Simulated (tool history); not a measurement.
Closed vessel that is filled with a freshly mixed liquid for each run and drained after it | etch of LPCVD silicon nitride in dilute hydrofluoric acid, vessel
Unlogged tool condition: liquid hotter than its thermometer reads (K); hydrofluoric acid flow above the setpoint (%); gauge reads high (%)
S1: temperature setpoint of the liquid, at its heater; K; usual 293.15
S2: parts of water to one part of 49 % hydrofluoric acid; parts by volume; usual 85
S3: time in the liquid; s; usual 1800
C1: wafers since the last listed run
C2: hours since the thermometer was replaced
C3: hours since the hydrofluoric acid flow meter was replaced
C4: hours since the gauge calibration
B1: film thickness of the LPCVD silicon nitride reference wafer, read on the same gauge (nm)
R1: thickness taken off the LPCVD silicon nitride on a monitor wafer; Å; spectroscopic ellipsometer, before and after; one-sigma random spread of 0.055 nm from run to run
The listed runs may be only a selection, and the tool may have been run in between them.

run	day	S1	S2	S3	C1	C2	C3	C4	B1	R1
1	0.000	293.15	85	1800	0	18.5	669.1	506.5	130.01	84.4
2	2.492	293.15	85	1800	2874	78.3	728.9	566.3	130.00	84.4
3	5.092	293.15	85	1800	2999	140.7	791.3	628.7	130.01	86.0
4	6.900	293.15	85	1800	2086	184.1	834.7	672.1	130.00	85.0
5	9.812	293.15	85	1800	3360	254.0	904.6	742.0	130.01	86.3
6	12.208	293.15	85	940	2764	311.5	962.1	799.5	130.02	45.4
# day 13.088: hydrofluoric acid flow meter replaced
7	14.517	293.15	85	2350	2615	366.9	34.3	854.9	130.02	101.7
# day 16.008: gauge calibrated
# day 20.742: thermometer replaced
8	21.321	293.15	115	1800	7801	13.9	197.6	127.5	130.00	59.4
9	22.450	294.65	85	2740	1302	41.0	224.7	154.6	129.99	134.9
10	24.221	290.15	85	2145	2043	83.5	267.2	197.1	130.00	77.9
11	27.062	290.15	75	1800	3278	151.7	335.4	265.3	130.00	73.9
12	29.688	297.15	85	2210	3028	214.7	398.4	328.3	130.02	129.9
13	31.646	290.15	85	2145	2259	261.7	445.4	375.3	130.01	79.2
14	34.554	295.65	65	1260	3355	331.5	515.2	445.1	129.99	87.9

What if the next run were any one of these 5? Each begins from the tool's condition after run 14:
A	34.600	293.15	85	2385	52	332.6	516.3	446.2	?	?
B	34.600	296.65	85	1800	52	332.6	516.3	446.2	?	?
C	34.600	297.15	60	770	52	332.6	516.3	446.2	?	?
D	34.600	293.15	55	1800	52	332.6	516.3	446.2	?	?
E	34.600	293.15	110	1800	52	332.6	516.3	446.2	?	?

run	B1	R1
A	130.02	110.1
B	130.02	105.3
C	130.02	65.6
D	130.02	127.0
E	130.02	64.6
Stripped of hidden state, with their random variation kept, the same runs would have yielded:
run	R1
A	103.0
B	98.5
C	61.3
D	118.8
E	60.4
